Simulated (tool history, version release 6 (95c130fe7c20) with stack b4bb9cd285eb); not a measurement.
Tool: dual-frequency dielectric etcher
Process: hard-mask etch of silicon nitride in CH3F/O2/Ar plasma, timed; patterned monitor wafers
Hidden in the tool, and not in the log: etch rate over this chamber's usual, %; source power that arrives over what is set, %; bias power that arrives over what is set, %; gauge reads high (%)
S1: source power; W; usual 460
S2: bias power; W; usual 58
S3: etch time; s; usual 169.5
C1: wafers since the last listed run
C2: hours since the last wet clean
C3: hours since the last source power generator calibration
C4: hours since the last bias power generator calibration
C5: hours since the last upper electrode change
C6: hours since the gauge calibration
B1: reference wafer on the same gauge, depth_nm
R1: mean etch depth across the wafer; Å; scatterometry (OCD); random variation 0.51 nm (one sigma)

{"run": 1, "day": 0.0, "S1": 490, "S2": 58, "S3": 169.5, "C1": 0, "C2": 308.9, "C3": 3499.1, "C4": 2953.8, "C5": 4847.8, "C6": 336.2, "B1": 134.9, "R1": 1259}
{"day": 0.3, "done": "gauge calibrated"}
{"run": 2, "day": 1.058, "S1": 460, "S2": 58, "S3": 169.5, "C1": 155, "C2": 334.3, "C3": 3524.5, "C4": 2979.2, "C5": 4873.2, "C6": 18.2, "B1": 135, "R1": 1217}
{"run": 3, "day": 2.379, "S1": 460, "S2": 58, "S3": 169.5, "C1": 194, "C2": 366, "C3": 3556.2, "C4": 3010.9, "C5": 4904.9, "C6": 49.9, "B1": 134.9, "R1": 1210}
{"run": 4, "day": 3.708, "S1": 460, "S2": 58, "S3": 169.5, "C1": 195, "C2": 397.9, "C3": 3588.1, "C4": 3042.8, "C5": 4936.8, "C6": 81.8, "B1": 135.1, "R1": 1215}
{"run": 5, "day": 5.025, "S1": 460, "S2": 58, "S3": 169.5, "C1": 193, "C2": 429.5, "C3": 3619.7, "C4": 3074.4, "C5": 4968.4, "C6": 113.4, "B1": 135, "R1": 1209}
{"run": 6, "day": 6.012, "S1": 460, "S2": 58, "S3": 169.5, "C1": 145, "C2": 453.2, "C3": 3643.4, "C4": 3098.1, "C5": 4992.1, "C6": 137.1, "B1": 135, "R1": 1208}
{"run": 7, "day": 6.804, "S1": 460, "S2": 47, "S3": 169.5, "C1": 116, "C2": 472.2, "C3": 3662.4, "C4": 3117.1, "C5": 5011.1, "C6": 156.1, "B1": 135, "R1": 1123}
{"run": 8, "day": 7.308, "S1": 460, "S2": 58, "S3": 169.5, "C1": 74, "C2": 484.3, "C3": 3674.5, "C4": 3129.2, "C5": 5023.2, "C6": 168.2, "B1": 134.9, "R1": 1207}
{"run": 9, "day": 8.05, "S1": 460, "S2": 58, "S3": 169.5, "C1": 109, "C2": 502.1, "C3": 3692.3, "C4": 3147, "C5": 5041, "C6": 186, "B1": 135, "R1": 1205}
{"day": 9.4, "done": "upper electrode replaced"}
{"run": 10, "day": 9.467, "S1": 460, "S2": 52, "S3": 169.5, "C1": 61, "C2": 536.1, "C3": 3726.3, "C4": 3181, "C5": 1.6, "C6": 220, "B1": 135, "R1": 1172}
{"day": 9.871, "done": "source power generator calibrated"}
{"day": 11.233, "done": "wet clean of the chamber"}
{"day": 11.304, "done": "bias power generator calibrated"}
{"run": 11, "day": 11.325, "S1": 460, "S2": 52, "S3": 169.5, "C1": 91, "C2": 2.2, "C3": 34.9, "C4": 0.5, "C5": 46.2, "C6": 264.6, "B1": 134.7, "R1": 1144}
{"run": 12, "day": 11.954, "S1": 460, "S2": 52, "S3": 169.5, "C1": 92, "C2": 17.3, "C3": 50, "C4": 15.6, "C5": 61.3, "C6": 279.7, "B1": 135, "R1": 1136}
{"run": 13, "day": 13.104, "S1": 420, "S2": 46, "S3": 127, "C1": 169, "C2": 44.9, "C3": 77.6, "C4": 43.2, "C5": 88.9, "C6": 307.3, "B1": 134.7, "R1": 770}
{"run": 14, "day": 14.383, "S1": 400, "S2": 71, "S3": 139.5, "C1": 188, "C2": 75.6, "C3": 108.3, "C4": 73.9, "C5": 119.6, "C6": 338, "B1": 135, "R1": 950}
{"day": 15.729, "done": "wet clean of the chamber, repeated, since the last time left the tool worse"}
{"run": 15, "day": 15.75, "S1": 390, "S2": 67, "S3": 143.5, "C1": 53, "C2": 0.5, "C3": 141.1, "C4": 106.7, "C5": 152.4, "C6": 370.8, "B1": 135.1, "R1": 991}
{"run": 16, "day": 16.154, "S1": 390, "S2": 54, "S3": 205, "C1": 59, "C2": 10.2, "C3": 150.8, "C4": 116.4, "C5": 162.1, "C6": 380.5, "B1": 135, "R1": 1301}
{"run": 17, "day": 17.008, "S1": 460, "S2": 58, "S3": 169.5, "C1": 125, "C2": 30.7, "C3": 171.3, "C4": 136.9, "C5": 182.6, "C6": 401, "B1": 135.1, "R1": 1243}
{"day": 17.058, "done": "gauge calibrated"}
{"run": 18, "day": 17.7, "S1": 460, "S2": 58, "S3": 169.5, "C1": 101, "C2": 47.3, "C3": 187.9, "C4": 153.5, "C5": 199.2, "C6": 15.4, "B1": 135.1, "R1": 1241}
{"run": 19, "day": 18.942, "S1": 460, "S2": 58, "S3": 169.5, "C1": 182, "C2": 77.1, "C3": 217.7, "C4": 183.3, "C5": 229, "C6": 45.2, "B1": 135.2, "R1": 1225}
{"run": 20, "day": 19.821, "S1": 570, "S2": 65, "S3": 169.5, "C1": 129, "C2": 98.2, "C3": 238.8, "C4": 204.4, "C5": 250.1, "C6": 66.3, "B1": 134.9, "R1": 1443}
{"run": 21, "day": 20.704, "S1": 460, "S2": 58, "S3": 169.5, "C1": 129, "C2": 119.4, "C3": 260, "C4": 225.6, "C5": 271.3, "C6": 87.5, "B1": 135, "R1": 1235}
{"run": 22, "day": 21.521, "S1": 390, "S2": 54, "S3": 205, "C1": 120, "C2": 139, "C3": 279.6, "C4": 245.2, "C5": 290.9, "C6": 107.1, "B1": 135.1, "R1": 1311}
{"run": 23, "day": 22.329, "S1": 360, "S2": 58, "S3": 169.5, "C1": 118, "C2": 158.4, "C3": 299, "C4": 264.6, "C5": 310.3, "C6": 126.5, "B1": 135, "R1": 1041}
{"run": 24, "day": 22.971, "S1": 460, "S2": 67, "S3": 169.5, "C1": 94, "C2": 173.8, "C3": 314.4, "C4": 280, "C5": 325.7, "C6": 141.9, "B1": 135.1, "R1": 1287}

Forecast each of these 4 alternatives for the next run:
{"run": "A", "day": 22.992, "S1": 460, "S2": 58, "S3": 169.5, "C1": 3, "C2": 174.3, "C3": 314.9, "C4": 280.5, "C5": 326.2, "C6": 142.4, "B1": "?", "R1": "?"}
{"run": "B", "day": 22.992, "S1": 340, "S2": 46, "S3": 155, "C1": 3, "C2": 174.3, "C3": 314.9, "C4": 280.5, "C5": 326.2, "C6": 142.4, "B1": "?", "R1": "?"}
{"run": "C", "day": 22.992, "S1": 570, "S2": 46, "S3": 185, "C1": 3, "C2": 174.3, "C3": 314.9, "C4": 280.5, "C5": 326.2, "C6": 142.4, "B1": "?", "R1": "?"}
{"run": "D", "day": 22.992, "S1": 390, "S2": 50, "S3": 200.5, "C1": 3, "C2": 174.3, "C3": 314.9, "C4": 280.5, "C5": 326.2, "C6": 142.4, "B1": "?", "R1": "?"}

run=A B1=134.9 R1=1239
run=B B1=134.9 R1=853
run=C B1=134.9 R1=1429
run=D B1=134.9 R1=1254
Without the tool's hidden state the same runs would have given:
run=A R1=1243
run=B R1=856
run=C R1=1435
run=D R1=1258
